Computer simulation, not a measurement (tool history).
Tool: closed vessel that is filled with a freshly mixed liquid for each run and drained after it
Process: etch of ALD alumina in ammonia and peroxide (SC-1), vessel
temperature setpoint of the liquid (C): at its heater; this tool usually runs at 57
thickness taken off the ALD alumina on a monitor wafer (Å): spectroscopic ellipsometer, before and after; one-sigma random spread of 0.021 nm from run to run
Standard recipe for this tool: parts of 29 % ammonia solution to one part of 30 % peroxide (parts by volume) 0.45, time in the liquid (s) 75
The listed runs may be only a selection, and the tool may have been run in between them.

run,day,temperature setpoint of the liquid (C),parts of 29 % ammonia solution to one part of 30 % peroxide (parts by volume),time in the liquid (s),"read-back film thickness of the ALD alumina reference wafer, read on the same gauge (nm)",thickness taken off the ALD alumina on a monitor wafer (Å)
1,0,57,0.5,75,30.06,71.9
2,0.275,57,0.5,75,29.97,71.9
3,0.688,57,0.5,75,29.96,71.5
4,1.412,57,0.45,75,30.01,71.1
5,2.158,57,0.6,75,30,73.4
6,2.454,57,0.45,75,29.98,71.4
7,3.025,57,0.45,75,30.05,71.5
8,4.438,57,0.45,75,29.98,71.6
# day 4.804: thermometer replaced
9,4.917,57,0.45,60,30.02,50.6
# day 5.038: ammonia flow meter replaced
10,5.612,57,0.3,110,29.98,88.9
11,5.992,57,0.45,75,30.03,63.5
12,6.304,57,0.45,75,30.01,63.7
13,6.654,63.5,0.45,110,30,129.9
14,6.921,64.5,0.3,75,29.98,89.8
# day 7.425: new drum of ammonia solution connected
15,7.662,57,0.45,95,30,80.3
16,8.117,57,0.45,100,30.02,84.4
17,8.446,57,0.45,75,29.98,63.7
18,8.946,57,0.45,75,30.03,63.4
19,9.446,57,0.5,95,30.04,81.2
# day 9.538: gauge calibrated
20,9.871,65,0.6,75,30.02,98.1
21,10.488,57,0.5,75,29.97,64.5
22,10.996,62,0.45,75,30.01,82.6
23,11.512,50.5,0.35,30,29.99,17.6
24,12.046,57,0.65,100,30.02,88.5

Alternative continuations, all from the tool just after run 24; predict every row:
A,12.075,57,0.45,90,?,?
B,12.075,62.5,0.45,45,?,?
C,12.075,49.5,0.55,45,?,?
D,12.075,57,0.45,115,?,?
E,12.075,50,0.55,100,?,?

run,"read-back film thickness of the ALD alumina reference wafer, read on the same gauge (nm)",thickness taken off the ALD alumina on a monitor wafer (Å)
A,30.03,76.5
B,30.03,50.7
C,30.03,26.1
D,30.03,97.8
E,30.03,59.6
Without the tool's hidden state the same runs would have given:
run,thickness taken off the ALD alumina on a monitor wafer (Å)
A,74.6
B,49.5
C,25.4
D,95.3
E,58
